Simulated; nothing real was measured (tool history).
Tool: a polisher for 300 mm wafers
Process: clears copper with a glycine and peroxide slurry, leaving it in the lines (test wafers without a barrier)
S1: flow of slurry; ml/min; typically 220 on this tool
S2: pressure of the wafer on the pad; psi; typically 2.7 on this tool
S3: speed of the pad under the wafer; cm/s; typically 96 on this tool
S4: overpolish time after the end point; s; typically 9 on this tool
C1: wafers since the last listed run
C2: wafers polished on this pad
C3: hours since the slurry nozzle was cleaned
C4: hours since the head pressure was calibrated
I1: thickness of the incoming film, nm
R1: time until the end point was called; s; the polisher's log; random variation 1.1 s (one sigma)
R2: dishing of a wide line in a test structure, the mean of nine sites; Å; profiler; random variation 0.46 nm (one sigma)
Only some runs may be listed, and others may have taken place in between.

run 1 hour=0 | S1=220 S2=3.3 S3=96 S4=9 | C1=0 C2=161 C3=462.5 C4=603.8 | I1=704.8 | R1=117.2 R2=369
run 2 hour=25.3 | S1=220 S2=3.3 S3=96 S4=9 | C1=291 C2=453 C3=487.8 C4=629.1 | I1=708.7 | R1=122 R2=366
run 3 hour=38.9 | S1=220 S2=3.3 S3=96 S4=9 | C1=156 C2=610 C3=501.4 C4=642.7 | I1=701 | R1=120.7 R2=355
run 4 hour=65.4 | S1=220 S2=2.7 S3=96 S4=9 | C1=305 C2=916 C3=527.9 C4=669.2 | I1=697.6 | R1=142.3 R2=306
run 5 hour=97.7 | S1=220 S2=2.7 S3=96 S4=9 | C1=372 C2=1288 C3=560.2 C4=701.5 | I1=708.7 | R1=150.3 R2=294
-- hour=105.9 worn pad replaced by a new one
run 6 hour=113 | S1=220 S2=2.7 S3=96 S4=9 | C1=130 C2=82 C3=575.5 C4=716.8 | I1=695.6 | R1=135.9 R2=311
run 7 hour=142.3 | S1=280 S2=2.7 S3=96 S4=9 | C1=338 C2=420 C3=604.8 C4=746.1 | I1=698.5 | R1=133.9 R2=315
run 8 hour=176.6 | S1=275 S2=2.7 S3=96 S4=7 | C1=395 C2=816 C3=639.1 C4=780.4 | I1=696.6 | R1=138.8 R2=238
run 9 hour=199.4 | S1=260 S2=2.7 S3=96 S4=13 | C1=263 C2=1079 C3=661.9 C4=803.2 | I1=712.2 | R1=146.4 R2=429
-- hour=203.1 slurry nozzle cleaned
run 10 hour=216.8 | S1=220 S2=2.7 S3=96 S4=14 | C1=189 C2=1268 C3=13.7 C4=820.6 | I1=706 | R1=139.2 R2=472
-- hour=227.1 worn pad replaced by a new one
-- hour=251.8 head pressure recalibrated
run 11 hour=276.2 | S1=220 S2=2.7 S3=96 S4=9 | C1=616 C2=543 C3=73.1 C4=24.4 | I1=705.7 | R1=135.2 R2=322

Run 12 is up next; what results do you expect?
run 12 hour=312.4 | S1=290 S2=2.7 S3=96 S4=9 | C1=417 C2=960 C3=109.3 C4=60.6 | I1=706.9 | R1=? R2=?

{"run 12": {"R1": 134, "R2": 325}}
With the hidden condition absent and the run-to-run variation left alone, this run would have shown R1 126.8 s, R2 341 Å.

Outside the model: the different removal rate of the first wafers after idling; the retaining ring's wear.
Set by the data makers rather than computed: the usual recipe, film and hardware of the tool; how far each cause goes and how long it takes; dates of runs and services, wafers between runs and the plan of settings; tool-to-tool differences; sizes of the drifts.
